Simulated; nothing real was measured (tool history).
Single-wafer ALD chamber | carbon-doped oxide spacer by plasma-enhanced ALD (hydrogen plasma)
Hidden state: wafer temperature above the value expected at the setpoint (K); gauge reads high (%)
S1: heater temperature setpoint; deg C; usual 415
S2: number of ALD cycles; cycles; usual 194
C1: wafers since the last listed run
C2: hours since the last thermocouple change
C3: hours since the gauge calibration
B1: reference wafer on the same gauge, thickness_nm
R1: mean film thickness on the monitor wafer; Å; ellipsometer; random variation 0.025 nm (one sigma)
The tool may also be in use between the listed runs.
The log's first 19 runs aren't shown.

run,hour,S1,S2,C1,C2,C3,B1,R1
20,1026,415,194,83,202.8,133.6,7.896,89.79
21,1059.4,415,194,88,236.2,167,7.9,89.01
22,1099.3,415,194,105,276.1,206.9,7.891,89.35
23,1124.5,415,194,66,301.3,232.1,7.9,89.65
24,1320.8,426,169,519,497.6,428.4,7.896,75.35
25,1358.1,415,229,98,534.9,465.7,7.901,106.04
26,1422.1,408,205,169,598.9,529.7,7.906,97.27
27,1481.1,405,158,156,657.9,588.7,7.903,75.77
28,1520.2,407,217,103,697,627.8,7.907,103.19
29,1587.8,415,194,178,764.6,695.4,7.902,89.56
30,1640,415,194,138,816.8,747.6,7.901,89.74
31,1706.8,422,158,176,883.6,814.4,7.9,71.27
32,1739.8,429,194,87,916.6,847.4,7.901,84.87
33,1772.1,406,178,85,948.9,879.7,7.897,84.66
34,1822.2,421,181,132,999,929.8,7.9,81.8
35,1864.1,408,157,110,1040.9,971.7,7.897,74.07
36,1899.9,415,194,94,1076.7,1007.5,7.9,89.51
37,1958.5,415,194,154,1135.3,1066.1,7.897,89.29
38,2004.3,425,181,121,1181.1,1111.9,7.909,80.9
39,2047.1,415,194,113,1223.9,1154.7,7.904,89.98
40,2102.3,411,171,145,1279.1,1209.9,7.905,80.03
41,2143.3,415,214,108,1320.1,1250.9,7.906,99.15
42,2187.8,415,194,117,1364.6,1295.4,7.901,89.51
43,2213.5,415,177,67,1390.3,1321.1,7.901,82.17

Forecast each of these 4 alternatives for the next run:
A,2214.2,405,194,1,1391,1321.8,?,?
B,2214.2,409,181,1,1391,1321.8,?,?
C,2214.2,421,175,1,1391,1321.8,?,?
D,2214.2,410,194,1,1391,1321.8,?,?

run,B1,R1
A,7.901,92.74
B,7.901,85.33
C,7.901,79.03
D,7.901,91.14
Without the tool's hidden state the same runs would have given:
run,R1
A,92.74
B,85.33
C,79.03
D,91.14
